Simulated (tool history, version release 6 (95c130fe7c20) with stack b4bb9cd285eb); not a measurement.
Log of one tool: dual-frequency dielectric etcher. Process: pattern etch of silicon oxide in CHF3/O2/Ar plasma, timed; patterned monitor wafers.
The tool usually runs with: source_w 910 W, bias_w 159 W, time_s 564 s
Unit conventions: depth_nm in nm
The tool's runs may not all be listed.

| run | hour | source_w | bias_w | time_s | read-back reference wafer on the same gauge, depth_nm | depth_nm |
|---|---|---|---|---|---|---|
| 1 | 0 | 980 | 135 | 564 | 1339.6 | 1198.6 |
| 2 | 41 | 910 | 159 | 564 | 1339.9 | 1180.1 |
| 3 | 112.1 | 910 | 159 | 564 | 1341.9 | 1165.3 |
| 4 | 178.5 | 910 | 159 | 564 | 1341.5 | 1162.3 |
| 5 | 282.6 | 910 | 159 | 564 | 1337.1 | 1152.9 |
| 6 | 337.2 | 910 | 159 | 564 | 1341.1 | 1152.3 |
| 7 | 423.7 | 910 | 159 | 564 | 1339.6 | 1121.9 |
|  | 459.1 | wet clean of the chamber |
| 8 | 503.8 | 910 | 159 | 564 | 1339.4 | 1181.6 |
| 9 | 548.1 | 910 | 159 | 564 | 1340.6 | 1189 |
| 10 | 607.3 | 910 | 133 | 564 | 1343.2 | 1127 |
| 11 | 673 | 910 | 133 | 564 | 1338.4 | 1123 |
|  | 742.6 | gauge calibrated |
| 12 | 768.5 | 910 | 159 | 564 | 1341.4 | 1146.6 |
| 13 | 850.2 | 910 | 159 | 564 | 1341.4 | 1155.4 |
|  | 934.3 | wet clean of the chamber |
|  | 1038 | upper electrode replaced |
| 14 | 1118.4 | 910 | 159 | 564 | 1341.1 | 1168.9 |
|  | 1143.9 | source power generator calibrated |
| 15 | 1195.5 | 910 | 173 | 703 | 1341.4 | 1474.5 |
| 16 | 1248.3 | 910 | 159 | 564 | 1341.6 | 1143.1 |
|  | 1362.7 | wet clean of the chamber |
| 17 | 1363.2 | 910 | 186 | 609 | 1341.7 | 1326.8 |
| 18 | 1428.5 | 680 | 187 | 690 | 1341.4 | 1217.5 |
| 19 | 1693.7 | 1000 | 133 | 632 | 1339.5 | 1292.8 |
| 20 | 1740.7 | 910 | 159 | 564 | 1341.9 | 1122.8 |
|  | 1789.6 | bias power generator calibrated |
| 21 | 1835.9 | 910 | 159 | 564 | 1341.4 | 1119.1 |
|  | 1877.2 | wet clean of the chamber |
| 22 | 1899.4 | 1100 | 173 | 564 | 1340.4 | 1370.5 |
|  | 1902.5 | gauge calibrated |
| 23 | 1952 | 970 | 159 | 637 | 1339.5 | 1389.2 |
| 24 | 2104.7 | 910 | 147 | 403.5 | 1340.3 | 820.3 |
| 25 | 2179.1 | 910 | 159 | 459.5 | 1339.5 | 946.8 |
| 26 | 2226.2 | 910 | 196 | 613 | 1340.3 | 1305.6 |
| 27 | 2278.6 | 790 | 176 | 707.5 | 1338.3 | 1345.1 |

The logged runs with the hidden state left out (each run's random variation unchanged):
The tool's hidden condition here consists of: etch rate over this chamber's usual, %; source power that arrives over what is set, %; bias power that arrives over what is set, %; gauge reads high (%).
| run | depth_nm |
|---|---|
| 1 | 1202.9 |
| 2 | 1189.5 |
| 3 | 1183.7 |
| 4 | 1189.2 |
| 5 | 1193.3 |
| 6 | 1199.9 |
| 7 | 1179.7 |
| 8 | 1183.7 |
| 9 | 1196.9 |
| 10 | 1141.7 |
| 11 | 1145.9 |
| 12 | 1182.3 |
| 13 | 1202.2 |
| 14 | 1191.7 |
| 15 | 1516.1 |
| 16 | 1182.2 |
| 17 | 1337.3 |
| 18 | 1235.8 |
| 19 | 1351.3 |
| 20 | 1179.8 |
| 21 | 1188.6 |
| 22 | 1368 |
| 23 | 1394.5 |
| 24 | 837.1 |
| 25 | 974.2 |
| 26 | 1350.4 |
| 27 | 1399.4 |
